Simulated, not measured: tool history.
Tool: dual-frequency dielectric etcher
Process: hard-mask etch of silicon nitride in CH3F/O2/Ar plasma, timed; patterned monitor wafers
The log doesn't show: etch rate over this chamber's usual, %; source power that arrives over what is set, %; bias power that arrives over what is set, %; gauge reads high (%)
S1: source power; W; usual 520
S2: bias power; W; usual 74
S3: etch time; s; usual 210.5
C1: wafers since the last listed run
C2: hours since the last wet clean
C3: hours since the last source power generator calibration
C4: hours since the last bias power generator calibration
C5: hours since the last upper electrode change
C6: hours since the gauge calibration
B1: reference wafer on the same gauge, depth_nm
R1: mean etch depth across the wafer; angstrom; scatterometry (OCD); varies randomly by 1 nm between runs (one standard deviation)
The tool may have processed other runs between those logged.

run	day	S1	S2	S3	C1	C2	C3	C4	C5	C6	B1	R1
1	0	520	74	210.5	0	383.7	1846.7	3357.8	2218	809.7	169.8	1624
2	2.362	520	74	210.5	310	440.4	1903.4	3414.5	2274.7	866.4	170.1	1598
3	4.954	520	74	210.5	340	502.6	1965.6	3476.7	2336.9	928.6	170.2	1629
# day 7.029: wet clean of the chamber
4	7.654	520	74	210.5	223	15	2030.4	3541.5	2401.7	993.4	170.1	1554
5	11.138	520	74	210.5	457	98.6	2114	3625.1	2485.3	1077	170	1569
6	13.575	520	74	210.5	320	157.1	2172.5	3683.6	2543.8	1135.5	170.2	1596
7	16.733	520	74	210.5	415	232.9	2248.3	3759.4	2619.6	1211.3	170	1588
8	20.567	520	74	197	503	324.9	2340.3	3851.4	2711.6	1303.3	170.2	1515
9	22.683	520	74	197	278	375.7	2391.1	3902.2	2762.4	1354.1	169.9	1512
10	24.492	520	74	197	237	419.1	2434.5	3945.6	2805.8	1397.5	169.9	1523
# day 26.721: wet clean of the chamber
11	28.779	520	74	210.5	432	49.4	2537.4	4048.5	2908.7	1500.4	170.1	1564
# day 32.967: gauge calibrated
# day 33.108: upper electrode replaced
12	33.129	390	74	267.5	440	153.8	2641.8	4152.9	0.5	3.9	169.6	1815
13	35.279	460	63	158.5	282	205.4	2693.4	4204.5	52.1	55.5	169.9	1096
# day 36.017: bias power generator calibrated
14	37.396	460	63	158.5	256	256.2	2744.2	33.1	102.9	106.3	170.2	1102
15	40.008	640	74	152.5	343	318.9	2806.9	95.8	165.6	169	170	1231
# day 41.488: source power generator calibrated
16	43.021	520	74	210.5	373	391.2	36.8	168.1	237.9	241.3	170	1578
17	46.304	580	74	188.5	431	470	115.6	246.9	316.7	320.1	170	1505
# day 47.438: wet clean of the chamber
18	48.338	400	79	248	135	21.6	164.4	295.7	365.5	368.9	170.2	1728
19	50.404	520	74	210.5	271	71.2	214	345.3	415.1	418.5	170	1549
20	54.442	520	63	210.5	530	168.1	310.9	442.2	512	515.4	169.8	1480
21	58.567	520	57	210.5	542	267.1	409.9	541.2	611	614.4	170.2	1476
22	63.333	520	74	210.5	626	381.5	524.3	655.6	725.4	728.8	170.1	1573
# day 70.825: wet clean of the chamber
23	70.846	630	82	187.5	855	0.5	704.6	835.9	905.7	909.1	170	1494

Selected run-to-run steps in R1, each split into two signed amounts: the part the tool would show with no hidden state at all (from settings, incoming material and random variation), and the remainder, which goes to the hidden state together with any gauge scatter not common to the measured and the hidden-state-free results:
Run 10 -> 11: S3 197 -> 210.5, wet clean of the chamber. R1 +41 angstrom: hidden state -68, all else +109.
Run 12 -> 13: S1 390 -> 460, S2 74 -> 63, S3 267.5 -> 158.5. R1 -719 angstrom: hidden state -5, all else -714.
Run 15 -> 16: S1 640 -> 520, S3 152.5 -> 210.5, source power generator calibrated. R1 +347 angstrom: hidden state +21, all else +326.
Run 17 -> 18: S1 580 -> 400, S2 74 -> 79, S3 188.5 -> 248, wet clean of the chamber. R1 +223 angstrom: hidden state -72, all else +295.
